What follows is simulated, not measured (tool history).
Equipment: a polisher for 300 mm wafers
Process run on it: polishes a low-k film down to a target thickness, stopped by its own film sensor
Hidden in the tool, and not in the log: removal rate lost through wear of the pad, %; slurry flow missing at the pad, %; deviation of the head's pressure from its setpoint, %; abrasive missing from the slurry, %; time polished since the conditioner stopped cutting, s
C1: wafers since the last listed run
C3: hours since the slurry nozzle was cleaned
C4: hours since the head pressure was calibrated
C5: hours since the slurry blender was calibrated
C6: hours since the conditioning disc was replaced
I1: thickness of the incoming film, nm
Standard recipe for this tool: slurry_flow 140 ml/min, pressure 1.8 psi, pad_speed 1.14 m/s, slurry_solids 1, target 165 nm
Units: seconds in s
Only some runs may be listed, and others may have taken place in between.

run 1 hour=0 | slurry_flow=140 pressure=1.8 pad_speed=1.14 slurry_solids=0.85 target=172 | C1=0 wafers_polished_on_this_pad=11 C3=590.6 C4=98.7 C5=328.1 C6=1.1 | I1=219 | seconds=137.3
run 2 hour=17.9 | slurry_flow=140 pressure=1.2 pad_speed=1.14 slurry_solids=1 target=165 | C1=181 wafers_polished_on_this_pad=193 C3=608.5 C4=116.6 C5=346 C6=19 | I1=221.6 | seconds=222.3
-- hour=31.5 slurry blender recalibrated
run 3 hour=34.3 | slurry_flow=115 pressure=1.6 pad_speed=1.14 slurry_solids=0.7 target=165 | C1=146 wafers_polished_on_this_pad=339 C3=624.9 C4=133 C5=2.8 C6=35.4 | I1=217 | seconds=180.4
run 4 hour=49.1 | slurry_flow=140 pressure=1.2 pad_speed=1.14 slurry_solids=1 target=165 | C1=150 wafers_polished_on_this_pad=489 C3=639.7 C4=147.8 C5=17.6 C6=50.2 | I1=222.8 | seconds=209.7
run 5 hour=97.4 | slurry_flow=140 pressure=2.2 pad_speed=0.92 slurry_solids=1 target=165 | C1=490 wafers_polished_on_this_pad=980 C3=688 C4=196.1 C5=65.9 C6=98.5 | I1=224.3 | seconds=137.7
run 6 hour=106.2 | slurry_flow=140 pressure=1.8 pad_speed=1.14 slurry_solids=1 target=165 | C1=89 wafers_polished_on_this_pad=1069 C3=696.8 C4=204.9 C5=74.7 C6=107.3 | I1=220 | seconds=132.1
run 7 hour=117.7 | slurry_flow=140 pressure=1.8 pad_speed=1.14 slurry_solids=1 target=165 | C1=116 wafers_polished_on_this_pad=1186 C3=708.3 C4=216.4 C5=86.2 C6=118.8 | I1=222.5 | seconds=137.3
-- hour=132 worn pad replaced by a new one
run 8 hour=132.5 | slurry_flow=140 pressure=2 pad_speed=1.14 slurry_solids=1 target=165 | C1=109 wafers_polished_on_this_pad=4 C3=723.1 C4=231.2 C5=101 C6=133.6 | I1=217.4 | seconds=113.6
run 9 hour=137.8 | slurry_flow=120 pressure=1.8 pad_speed=0.86 slurry_solids=1 target=165 | C1=53 wafers_polished_on_this_pad=58 C3=728.4 C4=236.5 C5=106.3 C6=138.9 | I1=223.8 | seconds=191.3
run 10 hour=144.5 | slurry_flow=140 pressure=1.8 pad_speed=1.14 slurry_solids=1 target=165 | C1=68 wafers_polished_on_this_pad=126 C3=735.1 C4=243.2 C5=113 C6=145.6 | I1=219.8 | seconds=128
-- hour=150.9 slurry nozzle cleaned
run 11 hour=158.1 | slurry_flow=140 pressure=1.8 pad_speed=1.14 slurry_solids=1.15 target=165 | C1=127 wafers_polished_on_this_pad=254 C3=7.2 C4=256.8 C5=126.6 C6=159.2 | I1=220.2 | seconds=122.3
run 12 hour=167.6 | slurry_flow=110 pressure=2 pad_speed=1.14 slurry_solids=0.7 target=171 | C1=96 wafers_polished_on_this_pad=351 C3=16.7 C4=266.3 C5=136.1 C6=168.7 | I1=217 | seconds=125.3
run 13 hour=181.6 | slurry_flow=140 pressure=2.1 pad_speed=1.14 slurry_solids=1.2 target=165 | C1=142 wafers_polished_on_this_pad=493 C3=30.7 C4=280.3 C5=150.1 C6=182.7 | I1=218.3 | seconds=99.1
run 14 hour=194.8 | slurry_flow=140 pressure=1.8 pad_speed=1.14 slurry_solids=1 target=165 | C1=134 wafers_polished_on_this_pad=627 C3=43.9 C4=293.5 C5=163.3 C6=195.9 | I1=223.7 | seconds=141
-- hour=201.5 conditioning disc replaced and pad reconditioned
run 15 hour=210.1 | slurry_flow=140 pressure=2.2 pad_speed=1.14 slurry_solids=1 target=165 | C1=135 wafers_polished_on_this_pad=762 C3=59.2 C4=308.8 C5=178.6 C6=8.6 | I1=218.7 | seconds=108.8
run 16 hour=217.5 | slurry_flow=140 pressure=1.8 pad_speed=1.14 slurry_solids=1 target=165 | C1=75 wafers_polished_on_this_pad=837 C3=66.6 C4=316.2 C5=186 C6=16 | I1=220 | seconds=137.7
run 17 hour=235.3 | slurry_flow=185 pressure=1.8 pad_speed=1.14 slurry_solids=1 target=148 | C1=180 wafers_polished_on_this_pad=1018 C3=84.4 C4=334 C5=203.8 C6=33.8 | I1=221.2 | seconds=168.4
run 18 hour=250.3 | slurry_flow=140 pressure=1.8 pad_speed=1.14 slurry_solids=1 target=165 | C1=152 wafers_polished_on_this_pad=1170 C3=99.4 C4=349 C5=218.8 C6=48.8 | I1=220.7 | seconds=135.2
run 19 hour=258.9 | slurry_flow=140 pressure=1.3 pad_speed=1.14 slurry_solids=1.3 target=179 | C1=87 wafers_polished_on_this_pad=1258 C3=108 C4=357.6 C5=227.4 C6=57.4 | I1=216.2 | seconds=113.2
-- hour=263.8 worn pad replaced by a new one
run 20 hour=276.7 | slurry_flow=140 pressure=1.8 pad_speed=1.14 slurry_solids=1.2 target=154 | C1=140 wafers_polished_on_this_pad=131 C3=125.8 C4=375.4 C5=245.2 C6=75.2 | I1=223.5 | seconds=157.9
run 21 hour=289.8 | slurry_flow=175 pressure=1.8 pad_speed=0.9 slurry_solids=1 target=165 | C1=133 wafers_polished_on_this_pad=264 C3=138.9 C4=388.5 C5=258.3 C6=88.3 | I1=221.5 | seconds=167.9
run 22 hour=299.8 | slurry_flow=140 pressure=2.3 pad_speed=1.14 slurry_solids=1 target=156 | C1=101 wafers_polished_on_this_pad=365 C3=148.9 C4=398.5 C5=268.3 C6=98.3 | I1=220.7 | seconds=133.1
run 23 hour=309.6 | slurry_flow=140 pressure=2.2 pad_speed=1.14 slurry_solids=1 target=172 | C1=99 wafers_polished_on_this_pad=465 C3=158.7 C4=408.3 C5=278.1 C6=108.1 | I1=219.7 | seconds=100.7
run 24 hour=322.7 | slurry_flow=140 pressure=1.8 pad_speed=1.14 slurry_solids=1.2 target=165 | C1=133 wafers_polished_on_this_pad=598 C3=171.8 C4=421.4 C5=291.2 C6=121.2 | I1=216.1 | seconds=118.1
run 25 hour=339.3 | slurry_flow=140 pressure=1.8 pad_speed=1.14 slurry_solids=1.25 target=165 | C1=168 wafers_polished_on_this_pad=766 C3=188.4 C4=438 C5=307.8 C6=137.8 | I1=219.7 | seconds=127.1

Results for each run, recomputed without the tool's hidden state and with each run's random variation untouched:
run=1 seconds=123.4
run=2 seconds=199
run=3 seconds=177.4
run=4 seconds=206.8
run=5 seconds=135.3
run=6 seconds=129.7
run=7 seconds=134.7
run=8 seconds=111.1
run=9 seconds=186.9
run=10 seconds=124.9
run=11 seconds=119.3
run=12 seconds=121
run=13 seconds=96.3
run=14 seconds=136.1
run=15 seconds=104.5
run=16 seconds=132
run=17 seconds=160.5
run=18 seconds=128
run=19 seconds=107.8
run=20 seconds=149
run=21 seconds=156.3
run=22 seconds=123.3
run=23 seconds=92.8
run=24 seconds=109
run=25 seconds=116.5

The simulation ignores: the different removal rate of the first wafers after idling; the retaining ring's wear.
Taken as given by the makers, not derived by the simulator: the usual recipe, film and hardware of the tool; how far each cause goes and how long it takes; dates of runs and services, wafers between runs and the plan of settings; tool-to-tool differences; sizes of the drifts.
